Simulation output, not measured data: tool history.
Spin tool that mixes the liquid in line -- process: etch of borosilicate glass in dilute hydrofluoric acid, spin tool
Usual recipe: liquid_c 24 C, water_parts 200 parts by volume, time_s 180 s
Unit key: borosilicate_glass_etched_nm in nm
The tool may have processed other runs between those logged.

run	hour	liquid_c	water_parts	time_s	wafers since the last listed run	hours since the thermometer was replaced	hours since the hydrofluoric acid flow meter was replaced	hours since the gauge calibration	read-back film thickness of the borosilicate glass reference wafer, read on the same gauge (nm)	borosilicate_glass_etched_nm
1	0	24	200	180	0	949.6	1296.3	3.7	130.03	22.37
2	11.3	24	200	180	54	960.9	1307.6	15	129.94	22.34
3	18.8	24	200	180	36	968.4	1315.1	22.5	130	22.59
4	34	24	200	180	73	983.6	1330.3	37.7	130.04	22.32
5	50.4	24	200	180	79	1000	1346.7	54.1	130.01	22.75
6	65.5	24	200	180	72	1015.1	1361.8	69.2	129.98	22.7
7	81.2	24	200	180	75	1030.8	1377.5	84.9	129.97	22.46
8	89.8	24	200	180	41	1039.4	1386.1	93.5	129.98	22.53
9	102.1	24	200	180	59	1051.7	1398.4	105.8	130	22.58
10	113.8	24	200	180	56	1063.4	1410.1	117.5	130.02	22.88
# hour 132.2: thermometer replaced
11	132.7	24	200	245	86	0.5	1429	136.4	130.03	28.01
# hour 138.8: gauge calibrated
# hour 171.4: hydrofluoric acid flow meter replaced
12	179.1	24	275	95	219	46.9	7.7	40.3	130.03	7.34
13	195.9	24	200	180	81	63.7	24.5	57.1	130	20.97
14	202.2	22	150	180	30	70	30.8	63.4	130.06	27.44
15	219.1	27.5	155	275	81	86.9	47.7	80.3	130.01	49.72
16	230.3	24	200	180	54	98.1	58.9	91.5	130	21.09
17	241.1	22	200	100	52	108.9	69.7	102.3	130.01	10.81
18	254.2	24	200	180	63	122	82.8	115.4	130	21.01
19	268.7	28.5	160	180	70	136.5	97.3	129.9	129.99	32.27
# hour 272.2: gauge calibrated
20	280.2	24	150	145	55	148	108.8	8	130.01	24.08

Forecast each of these 4 alternatives for the next run:
A	280.7	24	200	180	2	148.5	109.3	8.5	?	?
B	280.7	22	280	180	2	148.5	109.3	8.5	?	?
C	280.7	28	300	110	2	148.5	109.3	8.5	?	?
D	280.7	22	260	145	2	148.5	109.3	8.5	?	?

run	read-back film thickness of the borosilicate glass reference wafer, read on the same gauge (nm)	borosilicate_glass_etched_nm
A	130	21.17
B	130	12.96
C	130	8.89
D	130	11.46
With no hidden state in the tool, these same runs would have given:
run	borosilicate_glass_etched_nm
A	20.68
B	12.67
C	8.71
D	11.2
